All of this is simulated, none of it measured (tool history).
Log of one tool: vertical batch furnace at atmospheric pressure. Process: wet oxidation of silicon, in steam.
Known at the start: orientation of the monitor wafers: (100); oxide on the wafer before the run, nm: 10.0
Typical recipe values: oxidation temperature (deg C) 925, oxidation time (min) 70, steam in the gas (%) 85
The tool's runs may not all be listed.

| run | day | oxidation temperature (deg C) | oxidation time (min) | steam in the gas (%) | read-back reference wafer on the same gauge, thickness | oxide thickness on the monitor wafer (angstrom) |
|---|---|---|---|---|---|---|
| 1 | 0 | 943 | 70 | 85 | 210.06 | 3029.7 |
| 2 | 2.629 | 943 | 70 | 85 | 210.05 | 3027.9 |
| 3 | 4.246 | 930 | 70 | 85 | 209.96 | 2675.1 |
| 4 | 8.092 | 930 | 70 | 85 | 209.88 | 2671.6 |
| 5 | 11.608 | 930 | 70 | 85 | 209.94 | 2663.8 |
| 6 | 13.533 | 925 | 86.5 | 85 | 210.04 | 3006.2 |
| 7 | 15.4 | 925 | 86.5 | 85 | 209.96 | 2999.4 |
| 8 | 23.1 | 925 | 86.5 | 85 | 210.05 | 2993.3 |
| 9 | 24.792 | 925 | 70 | 85 | 209.95 | 2514.2 |
| 10 | 29.242 | 925 | 70 | 85 | 209.97 | 2522.3 |
| 11 | 32.058 | 925 | 54.5 | 85 | 209.96 | 2055.7 |
|  | 35.742 | steam generator serviced |
| 12 | 35.762 | 925 | 59 | 93 | 210.01 | 2389.5 |
| 13 | 39.158 | 925 | 70 | 85 | 209.93 | 2565.1 |
| 14 | 43.292 | 925 | 70 | 74 | 210.04 | 2287.2 |
|  | 45.996 | thermocouples replaced and temperature profile calibrated |
|  | 47.292 | gauge calibrated |
| 15 | 47.608 | 925 | 70 | 85 | 210.09 | 2555.8 |
| 16 | 51.646 | 925 | 70 | 85 | 210.08 | 2552.4 |
| 17 | 55.771 | 943 | 93.5 | 85 | 210.02 | 3800.2 |
| 18 | 64.925 | 913 | 49 | 82 | 209.99 | 1617 |
| 19 | 67.946 | 925 | 103.5 | 85 | 210.18 | 3474.7 |
| 20 | 70.196 | 907 | 70 | 93 | 210.1 | 2252.5 |
| 21 | 72.921 | 946 | 93.5 | 95 | 209.93 | 4226.1 |
| 22 | 76.017 | 925 | 70 | 85 | 210.11 | 2533.7 |
| 23 | 80.221 | 925 | 70 | 85 | 209.94 | 2531 |
| 24 | 82.15 | 925 | 98 | 85 | 209.9 | 3292.7 |
| 25 | 86.25 | 925 | 70 | 91 | 210.01 | 2651.5 |
| 26 | 89.838 | 925 | 70 | 85 | 210.09 | 2509.1 |

Alternative continuations, all from the tool just after run 26; predict every row:
| A | 90.062 | 925 | 70 | 85 | ? | ? |
| B | 90.062 | 925 | 36 | 80 | ? | ? |
| C | 90.062 | 913 | 70 | 85 | ? | ? |
| D | 90.062 | 934 | 94 | 74 | ? | ? |

| run | read-back reference wafer on the same gauge, thickness | oxide thickness on the monitor wafer (angstrom) |
|---|---|---|
| A | 210.06 | 2522 |
| B | 210.06 | 1389.4 |
| C | 210.06 | 2219.4 |
| D | 210.06 | 3119.2 |
Without the tool's hidden state the same runs would have given:
| run | oxide thickness on the monitor wafer (angstrom) |
|---|---|
| A | 2574.2 |
| B | 1418.9 |
| C | 2266.4 |
| D | 3181.8 |
